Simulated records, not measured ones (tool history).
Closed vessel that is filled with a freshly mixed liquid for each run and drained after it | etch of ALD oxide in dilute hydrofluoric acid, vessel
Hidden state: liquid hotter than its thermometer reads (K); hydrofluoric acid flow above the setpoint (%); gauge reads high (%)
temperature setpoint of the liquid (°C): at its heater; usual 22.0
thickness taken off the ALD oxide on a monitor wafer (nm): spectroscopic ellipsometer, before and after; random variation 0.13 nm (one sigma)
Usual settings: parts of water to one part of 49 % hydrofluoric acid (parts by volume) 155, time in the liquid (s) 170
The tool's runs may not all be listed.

run	hour	temperature setpoint of the liquid (°C)	parts of water to one part of 49 % hydrofluoric acid (parts by volume)	time in the liquid (s)	wafers since the last listed run	hours since the thermometer was replaced	hours since the hydrofluoric acid flow meter was replaced	hours since the gauge calibration	read-back film thickness of the ALD oxide reference wafer, read on the same gauge (nm)	thickness taken off the ALD oxide on a monitor wafer (nm)
1	0.0	22.0	210	170	0	2212.6	437.1	409.7	60.04	14.21
2	51.6	22.0	210	170	4050	2264.2	488.7	461.3	60.04	14.17
3	80.5	22.0	210	170	2268	2293.1	517.6	490.2	60.04	14.33
4	120.3	22.0	155	170	3123	2332.9	557.4	530.0	60.03	20.62
5	169.8	22.0	155	170	3885	2382.4	606.9	579.5	59.99	20.63
6	206.1	22.0	155	170	2849	2418.7	643.2	615.8	60.05	20.41
7	370.9	22.0	155	170	12934	2583.5	808.0	780.6	60.00	20.86
8	444.4	22.0	155	170	5768	2657.0	881.5	854.1	59.98	20.82
# hour 455.1: gauge calibrated
9	469.5	22.0	155	170	1970	2682.1	906.6	14.4	59.98	20.82
10	495.1	22.0	155	170	2009	2707.7	932.2	40.0	59.98	20.85
# hour 518.3: hydrofluoric acid flow meter replaced
11	522.2	22.0	155	170	2048	2734.8	3.9	67.1	59.97	19.97
12	622.1	22.0	155	170	7841	2834.7	103.8	167.0	60.03	20.07
13	671.5	17.0	230	80	3877	2884.1	153.2	216.4	60.00	4.85
# hour 711.1: thermometer replaced
14	739.0	25.0	110	80	5219	27.9	220.7	283.9	59.99	16.02
15	783.6	22.0	155	170	3500	72.5	265.3	328.5	60.05	20.13
16	851.0	24.5	155	170	5290	139.9	332.7	395.9	59.98	22.27
17	882.9	25.5	95	170	2503	171.8	364.6	427.8	59.99	40.39
18	949.4	24.5	155	110	5219	238.3	431.1	494.3	59.99	14.50
19	976.5	22.0	155	170	2127	265.4	458.2	521.4	60.04	20.52
20	1002.9	17.5	135	170	2072	291.8	484.6	547.8	59.99	19.97
21	1069.6	26.5	110	120	5235	358.5	551.3	614.5	60.06	25.64
22	1116.1	20.0	155	170	3649	405.0	597.8	661.0	59.99	18.95
23	1171.1	23.5	235	210	4316	460.0	652.8	716.0	60.01	16.41
24	1229.2	22.0	155	170	4560	518.1	710.9	774.1	60.03	20.49

Measured less the same run without the tool's hidden state. The same run-to-run variation is in both; the gauge's scatter may not be:
run	thickness taken off the ALD oxide on a monitor wafer (nm)
1	+0.25
2	+0.27
3	+0.29
4	+0.44
5	+0.47
6	+0.49
7	+0.61
8	+0.67
9	+0.68
10	+0.70
11	+0.04
12	+0.12
13	+0.04
14	+0.15
15	+0.23
16	+0.30
17	+0.57
18	+0.25
19	+0.37
20	+0.37
21	+0.53
22	+0.43
23	+0.43
24	+0.54

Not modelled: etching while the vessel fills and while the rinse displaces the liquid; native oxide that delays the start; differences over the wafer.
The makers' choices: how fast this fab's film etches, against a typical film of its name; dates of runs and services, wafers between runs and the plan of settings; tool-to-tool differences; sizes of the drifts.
